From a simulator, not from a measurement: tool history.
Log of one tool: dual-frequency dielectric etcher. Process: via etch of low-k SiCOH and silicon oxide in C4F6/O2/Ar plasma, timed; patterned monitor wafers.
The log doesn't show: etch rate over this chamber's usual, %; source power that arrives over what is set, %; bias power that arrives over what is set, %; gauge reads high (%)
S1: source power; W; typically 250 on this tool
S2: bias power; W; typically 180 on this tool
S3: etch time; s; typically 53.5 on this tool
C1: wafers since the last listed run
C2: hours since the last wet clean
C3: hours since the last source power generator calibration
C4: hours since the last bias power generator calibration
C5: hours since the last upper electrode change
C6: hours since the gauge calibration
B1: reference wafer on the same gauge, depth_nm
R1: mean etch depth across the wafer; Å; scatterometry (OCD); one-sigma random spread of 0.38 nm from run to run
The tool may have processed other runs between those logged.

{"run": 1, "hour": 0.0, "S1": 250, "S2": 180, "S3": 53.5, "C1": 0, "C2": 495.3, "C3": 1496.1, "C4": 1926.8, "C5": 1053.7, "C6": 1169.7, "B1": 129, "R1": 1159}
{"run": 2, "hour": 95.3, "S1": 250, "S2": 180, "S3": 53.5, "C1": 1434, "C2": 590.6, "C3": 1591.4, "C4": 2022.1, "C5": 1149, "C6": 1265, "B1": 128.9, "R1": 1156}
{"hour": 178.8, "done": "wet clean of the chamber"}
{"run": 3, "hour": 183.9, "S1": 250, "S2": 180, "S3": 53.5, "C1": 972, "C2": 5.1, "C3": 1680, "C4": 2110.7, "C5": 1237.6, "C6": 1353.6, "B1": 129, "R1": 1157}
{"run": 4, "hour": 272.8, "S1": 250, "S2": 180, "S3": 53.5, "C1": 1338, "C2": 94, "C3": 1768.9, "C4": 2199.6, "C5": 1326.5, "C6": 1442.5, "B1": 129, "R1": 1161}
{"run": 5, "hour": 360.0, "S1": 250, "S2": 180, "S3": 53.5, "C1": 1312, "C2": 181.2, "C3": 1856.1, "C4": 2286.8, "C5": 1413.7, "C6": 1529.7, "B1": 129, "R1": 1162}
{"run": 6, "hour": 451.5, "S1": 250, "S2": 180, "S3": 53.5, "C1": 1377, "C2": 272.7, "C3": 1947.6, "C4": 2378.3, "C5": 1505.2, "C6": 1621.2, "B1": 128.9, "R1": 1162}
{"run": 7, "hour": 506.0, "S1": 250, "S2": 144, "S3": 53.5, "C1": 820, "C2": 327.2, "C3": 2002.1, "C4": 2432.8, "C5": 1559.7, "C6": 1675.7, "B1": 128.9, "R1": 1065}
{"run": 8, "hour": 557.2, "S1": 250, "S2": 180, "S3": 53.5, "C1": 770, "C2": 378.4, "C3": 2053.3, "C4": 2484, "C5": 1610.9, "C6": 1726.9, "B1": 129, "R1": 1162}
{"run": 9, "hour": 594.3, "S1": 250, "S2": 180, "S3": 53.5, "C1": 558, "C2": 415.5, "C3": 2090.4, "C4": 2521.1, "C5": 1648, "C6": 1764, "B1": 129, "R1": 1160}
{"hour": 643.3, "done": "bias power generator calibrated"}
{"run": 10, "hour": 653.9, "S1": 250, "S2": 180, "S3": 53.5, "C1": 836, "C2": 475.1, "C3": 2150, "C4": 10.6, "C5": 1707.6, "C6": 1823.6, "B1": 129.1, "R1": 1142}
{"run": 11, "hour": 731.2, "S1": 250, "S2": 180, "S3": 53.5, "C1": 1163, "C2": 552.4, "C3": 2227.3, "C4": 87.9, "C5": 1784.9, "C6": 1900.9, "B1": 129, "R1": 1145}
{"run": 12, "hour": 789.7, "S1": 250, "S2": 180, "S3": 53.5, "C1": 880, "C2": 610.9, "C3": 2285.8, "C4": 146.4, "C5": 1843.4, "C6": 1959.4, "B1": 129, "R1": 1152}
{"hour": 792.7, "done": "gauge calibrated"}
{"hour": 831.6, "done": "wet clean of the chamber"}
{"run": 13, "hour": 881.1, "S1": 280, "S2": 180, "S3": 53.5, "C1": 1014, "C2": 49.5, "C3": 2377.2, "C4": 237.8, "C5": 1934.8, "C6": 88.4, "B1": 129.1, "R1": 1220}
{"hour": 913.2, "done": "upper electrode replaced"}
{"run": 14, "hour": 938.0, "S1": 280, "S2": 219, "S3": 59, "C1": 495, "C2": 106.4, "C3": 2434.1, "C4": 294.7, "C5": 24.8, "C6": 145.3, "B1": 129, "R1": 1442}
{"run": 15, "hour": 1026.0, "S1": 250, "S2": 203, "S3": 67.5, "C1": 1324, "C2": 194.4, "C3": 2522.1, "C4": 382.7, "C5": 112.8, "C6": 233.3, "B1": 129, "R1": 1529}
{"run": 16, "hour": 1098.2, "S1": 230, "S2": 161, "S3": 44, "C1": 1086, "C2": 266.6, "C3": 2594.3, "C4": 454.9, "C5": 185, "C6": 305.5, "B1": 129, "R1": 876}
{"run": 17, "hour": 1145.7, "S1": 230, "S2": 180, "S3": 44, "C1": 715, "C2": 314.1, "C3": 2641.8, "C4": 502.4, "C5": 232.5, "C6": 353, "B1": 128.9, "R1": 913}
{"run": 18, "hour": 1243.7, "S1": 250, "S2": 180, "S3": 53.5, "C1": 1475, "C2": 412.1, "C3": 2739.8, "C4": 600.4, "C5": 330.5, "C6": 451, "B1": 129, "R1": 1153}
{"run": 19, "hour": 1337.4, "S1": 250, "S2": 144, "S3": 53.5, "C1": 1410, "C2": 505.8, "C3": 2833.5, "C4": 694.1, "C5": 424.2, "C6": 544.7, "B1": 129, "R1": 1067}
{"hour": 1398.2, "done": "wet clean of the chamber"}
{"run": 20, "hour": 1398.7, "S1": 200, "S2": 209, "S3": 46, "C1": 561, "C2": 0.5, "C3": 2894.8, "C4": 755.4, "C5": 485.5, "C6": 606, "B1": 129.1, "R1": 947}
{"hour": 1453.9, "done": "source power generator calibrated"}
{"run": 21, "hour": 1462.6, "S1": 230, "S2": 211, "S3": 53.5, "C1": 901, "C2": 64.4, "C3": 8.7, "C4": 819.3, "C5": 549.4, "C6": 669.9, "B1": 128.9, "R1": 1166}
{"run": 22, "hour": 1539.5, "S1": 280, "S2": 219, "S3": 59, "C1": 1157, "C2": 141.3, "C3": 85.6, "C4": 896.2, "C5": 626.3, "C6": 746.8, "B1": 129, "R1": 1434}
{"run": 23, "hour": 1861.7, "S1": 290, "S2": 180, "S3": 45, "C1": 4850, "C2": 463.5, "C3": 407.8, "C4": 1218.4, "C5": 948.5, "C6": 1069, "B1": 129, "R1": 1033}
{"run": 24, "hour": 1903.8, "S1": 250, "S2": 180, "S3": 47, "C1": 633, "C2": 505.6, "C3": 449.9, "C4": 1260.5, "C5": 990.6, "C6": 1111.1, "B1": 129, "R1": 1012}
{"hour": 2001.5, "done": "wet clean of the chamber"}
{"run": 25, "hour": 2002.0, "S1": 250, "S2": 180, "S3": 53.5, "C1": 1116, "C2": 0.5, "C3": 548.1, "C4": 1358.7, "C5": 1088.8, "C6": 1209.3, "B1": 129, "R1": 1146}
{"run": 26, "hour": 2042.4, "S1": 250, "S2": 221, "S3": 67, "C1": 608, "C2": 40.9, "C3": 588.5, "C4": 1399.1, "C5": 1129.2, "C6": 1249.7, "B1": 129.2, "R1": 1552}

Across each entry between runs, compare the hidden state at the last listed run before it with the hidden state at the first listed run after it:
Between runs 2 and 3: wet clean of the chamber (hour 178.8)
  source power that arrives over what is set, %: 2.38 -> 2.51; bias power that arrives over what is set, %: 4.7 -> 4.74
  measured minus no-state result, R1: +33 -> +34 Å
Between runs 9 and 10: bias power generator calibrated (hour 643.3)
  source power that arrives over what is set, %: 3.11 -> 3.2; bias power that arrives over what is set, %: 4.87 -> 0.0754
  measured minus no-state result, R1: +37 -> +18 Å
Between runs 12 and 13: gauge calibrated (hour 792.7); wet clean of the chamber (hour 831.6)
  source power that arrives over what is set, %: 3.4 -> 3.53; bias power that arrives over what is set, %: 0.939 -> 1.44
  measured minus no-state result, R1: +23 -> +27 Å
Between runs 13 and 14: upper electrode replaced (hour 913.2)
  source power that arrives over what is set, %: 3.53 -> 3.62; bias power that arrives over what is set, %: 1.44 -> 1.72
  measured minus no-state result, R1: +27 -> +33 Å
Between runs 19 and 20: wet clean of the chamber (hour 1398.2)
  source power that arrives over what is set, %: 4.21 -> 4.3; bias power that arrives over what is set, %: 3.19 -> 3.35
  measured minus no-state result, R1: +33 -> +31 Å
Between runs 20 and 21: source power generator calibrated (hour 1453.9)
  source power that arrives over what is set, %: 4.3 -> -0.0579; bias power that arrives over what is set, %: 3.35 -> 3.51
  measured minus no-state result, R1: +31 -> +16 Å
Between runs 24 and 25: wet clean of the chamber (hour 2001.5)
  source power that arrives over what is set, %: 0.591 -> 0.736; bias power that arrives over what is set, %: 4.29 -> 4.41
  measured minus no-state result, R1: +19 -> +23 Å
